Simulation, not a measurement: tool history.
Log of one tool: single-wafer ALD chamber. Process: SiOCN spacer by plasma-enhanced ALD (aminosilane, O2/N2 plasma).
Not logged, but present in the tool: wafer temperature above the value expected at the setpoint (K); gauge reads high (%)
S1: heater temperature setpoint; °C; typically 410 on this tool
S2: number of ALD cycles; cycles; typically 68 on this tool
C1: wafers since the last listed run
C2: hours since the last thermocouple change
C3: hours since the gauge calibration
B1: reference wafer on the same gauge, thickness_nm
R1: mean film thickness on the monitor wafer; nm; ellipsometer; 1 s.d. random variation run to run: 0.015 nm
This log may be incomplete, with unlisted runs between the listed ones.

run 1 hour=0 | S1=410 S2=68 | C1=0 C2=1431.5 C3=177.2 | B1=3.555 | R1=3.702
run 2 hour=90.2 | S1=410 S2=68 | C1=497 C2=1521.7 C3=267.4 | B1=3.563 | R1=3.729
run 3 hour=149.3 | S1=410 S2=68 | C1=325 C2=1580.8 C3=326.5 | B1=3.568 | R1=3.694
run 4 hour=239.6 | S1=410 S2=77 | C1=497 C2=1671.1 C3=416.8 | B1=3.578 | R1=4.217
run 5 hour=301.1 | S1=410 S2=77 | C1=338 C2=1732.6 C3=478.3 | B1=3.587 | R1=4.233
run 6 hour=402.2 | S1=410 S2=77 | C1=557 C2=1833.7 C3=579.4 | B1=3.594 | R1=4.251
run 7 hour=456.7 | S1=410 S2=68 | C1=300 C2=1888.2 C3=633.9 | B1=3.597 | R1=3.744
run 8 hour=496 | S1=410 S2=68 | C1=216 C2=1927.5 C3=673.2 | B1=3.606 | R1=3.724
run 9 hour=579.4 | S1=418 S2=76 | C1=459 C2=2010.9 C3=756.6 | B1=3.612 | R1=4.098
run 10 hour=662.8 | S1=418 S2=76 | C1=459 C2=2094.3 C3=840 | B1=3.621 | R1=4.093
run 11 hour=752.1 | S1=418 S2=76 | C1=492 C2=2183.6 C3=929.3 | B1=3.625 | R1=4.109
run 12 hour=814.7 | S1=410 S2=68 | C1=344 C2=2246.2 C3=991.9 | B1=3.629 | R1=3.803
run 13 hour=906.5 | S1=410 S2=68 | C1=505 C2=2338 C3=1083.7 | B1=3.642 | R1=3.794
run 14 hour=967.3 | S1=410 S2=68 | C1=335 C2=2398.8 C3=1144.5 | B1=3.645 | R1=3.79
run 15 hour=1073.7 | S1=410 S2=68 | C1=586 C2=2505.2 C3=1250.9 | B1=3.654 | R1=3.809
run 16 hour=1154.1 | S1=410 S2=68 | C1=443 C2=2585.6 C3=1331.3 | B1=3.667 | R1=3.836
run 17 hour=1245.5 | S1=410 S2=60 | C1=503 C2=2677 C3=1422.7 | B1=3.675 | R1=3.356
run 18 hour=1342.1 | S1=410 S2=60 | C1=532 C2=2773.6 C3=1519.3 | B1=3.685 | R1=3.381
-- hour=1384 thermocouple changed; heater temperature recalibrated
-- hour=1524.7 gauge calibrated
run 19 hour=1619.6 | S1=410 S2=68 | C1=1484 C2=235.6 C3=94.9 | B1=3.583 | R1=3.725
run 20 hour=1719.2 | S1=410 S2=68 | C1=548 C2=335.2 C3=194.5 | B1=3.598 | R1=3.736
run 21 hour=1785.9 | S1=414 S2=55 | C1=367 C2=401.9 C3=261.2 | B1=3.599 | R1=2.981
run 22 hour=2074.4 | S1=405 S2=77 | C1=1589 C2=690.4 C3=549.7 | B1=3.628 | R1=4.329
run 23 hour=2181.5 | S1=410 S2=72 | C1=590 C2=797.5 C3=656.8 | B1=3.638 | R1=4.006
run 24 hour=2230.6 | S1=410 S2=68 | C1=270 C2=846.6 C3=705.9 | B1=3.638 | R1=3.816
run 25 hour=2301.8 | S1=410 S2=68 | C1=392 C2=917.8 C3=777.1 | B1=3.648 | R1=3.782
run 26 hour=2372.1 | S1=402 S2=80 | C1=387 C2=988.1 C3=847.4 | B1=3.656 | R1=4.604
run 27 hour=2417.9 | S1=401 S2=77 | C1=252 C2=1033.9 C3=893.2 | B1=3.659 | R1=4.452
run 28 hour=2490.1 | S1=410 S2=68 | C1=397 C2=1106.1 C3=965.4 | B1=3.666 | R1=3.793
run 29 hour=2592.6 | S1=422 S2=68 | C1=564 C2=1208.6 C3=1067.9 | B1=3.676 | R1=3.693
run 30 hour=2682.8 | S1=398 S2=79 | C1=497 C2=1298.8 C3=1158.1 | B1=3.687 | R1=4.577
run 31 hour=2720.9 | S1=417 S2=55 | C1=209 C2=1336.9 C3=1196.2 | B1=3.688 | R1=3.05
run 32 hour=2774.7 | S1=402 S2=68 | C1=296 C2=1390.7 C3=1250 | B1=3.693 | R1=3.937
run 33 hour=2882 | S1=410 S2=62 | C1=591 C2=1498 C3=1357.3 | B1=3.703 | R1=3.504
run 34 hour=2963.1 | S1=410 S2=73 | C1=446 C2=1579.1 C3=1438.4 | B1=3.711 | R1=4.148
run 35 hour=3061.1 | S1=419 S2=78 | C1=539 C2=1677.1 C3=1536.4 | B1=3.721 | R1=4.301

State the hidden condition of the tool at each of the runs:
wafer temperature above the value expected at the setpoint (K): 0, the same for each run
H1: gauge reads high (%)
run=1 H1=0.404
run=2 H1=0.646
run=3 H1=0.804
run=4 H1=1.05
run=5 H1=1.21
run=6 H1=1.48
run=7 H1=1.63
run=8 H1=1.73
run=9 H1=1.96
run=10 H1=2.18
run=11 H1=2.42
run=12 H1=2.59
run=13 H1=2.83
run=14 H1=3
run=15 H1=3.28
run=16 H1=3.5
run=17 H1=3.74
run=18 H1=4
run=19 H1=1.22
run=20 H1=1.49
run=21 H1=1.67
run=22 H1=2.44
run=23 H1=2.73
run=24 H1=2.86
run=25 H1=3.05
run=26 H1=3.24
run=27 H1=3.36
run=28 H1=3.56
run=29 H1=3.83
run=30 H1=4.07
run=31 H1=4.17
run=32 H1=4.32
run=33 H1=4.61
run=34 H1=4.82
run=35 H1=5.09

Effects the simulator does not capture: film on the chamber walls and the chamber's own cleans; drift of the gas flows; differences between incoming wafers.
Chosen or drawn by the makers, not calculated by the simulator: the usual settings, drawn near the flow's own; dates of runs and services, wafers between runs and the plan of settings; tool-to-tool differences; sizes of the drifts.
